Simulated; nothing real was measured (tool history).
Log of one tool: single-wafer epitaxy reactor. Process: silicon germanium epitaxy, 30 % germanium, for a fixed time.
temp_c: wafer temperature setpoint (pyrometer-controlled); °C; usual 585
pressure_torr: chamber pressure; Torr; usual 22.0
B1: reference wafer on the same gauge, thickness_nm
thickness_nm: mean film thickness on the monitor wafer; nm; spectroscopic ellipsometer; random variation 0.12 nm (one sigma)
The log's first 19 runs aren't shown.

-- day=34.983 capacitance manometer re-zeroed and calibrated
-- day=34.992 showerhead replaced
run 20 day=35.758 | temp_c=595 pressure_torr=27.1 | B1=51.313 | thickness_nm=59.974
-- day=38.154 gauge calibrated
run 21 day=38.233 | temp_c=592 pressure_torr=19.3 | B1=51.388 | thickness_nm=47.410
run 22 day=40.162 | temp_c=585 pressure_torr=22.0 | B1=51.457 | thickness_nm=44.176
run 23 day=42.229 | temp_c=585 pressure_torr=19.0 | B1=51.496 | thickness_nm=40.735
run 24 day=43.421 | temp_c=592 pressure_torr=25.9 | B1=51.397 | thickness_nm=55.091
run 25 day=44.700 | temp_c=592 pressure_torr=22.0 | B1=51.397 | thickness_nm=50.812
run 26 day=45.800 | temp_c=596 pressure_torr=18.5 | B1=51.416 | thickness_nm=50.227
run 27 day=47.179 | temp_c=581 pressure_torr=17.0 | B1=51.394 | thickness_nm=35.393
run 28 day=49.217 | temp_c=593 pressure_torr=19.8 | B1=51.439 | thickness_nm=48.784
-- day=51.017 pyrometer calibrated
run 29 day=51.904 | temp_c=589 pressure_torr=22.0 | B1=51.410 | thickness_nm=48.570
run 30 day=53.208 | temp_c=585 pressure_torr=22.0 | B1=51.450 | thickness_nm=44.686
run 31 day=55.575 | temp_c=571 pressure_torr=17.2 | B1=51.378 | thickness_nm=29.359
run 32 day=58.021 | temp_c=571 pressure_torr=17.2 | B1=51.422 | thickness_nm=29.235
run 33 day=60.658 | temp_c=600 pressure_torr=22.0 | B1=51.387 | thickness_nm=60.396
run 34 day=62.742 | temp_c=585 pressure_torr=22.0 | B1=51.380 | thickness_nm=44.742
run 35 day=64.975 | temp_c=575 pressure_torr=19.7 | B1=51.443 | thickness_nm=34.276

4 ways to go on from here, each from the tool as it stands after run 35. What would each give?
run A day=64.992 | temp_c=585 pressure_torr=22.0 | B1=? | thickness_nm=?
run B day=64.992 | temp_c=578 pressure_torr=18.8 | B1=? | thickness_nm=?
run C day=64.992 | temp_c=580 pressure_torr=19.6 | B1=? | thickness_nm=?
run D day=64.992 | temp_c=598 pressure_torr=20.3 | B1=? | thickness_nm=?

run=A B1=51.382 thickness_nm=44.669
run=B B1=51.382 thickness_nm=35.580
run=C B1=51.382 thickness_nm=37.930
run=D B1=51.382 thickness_nm=55.828
Without the tool's hidden state the same runs would have given:
run=A thickness_nm=44.860
run=B thickness_nm=35.735
run=C thickness_nm=38.095
run=D thickness_nm=56.060

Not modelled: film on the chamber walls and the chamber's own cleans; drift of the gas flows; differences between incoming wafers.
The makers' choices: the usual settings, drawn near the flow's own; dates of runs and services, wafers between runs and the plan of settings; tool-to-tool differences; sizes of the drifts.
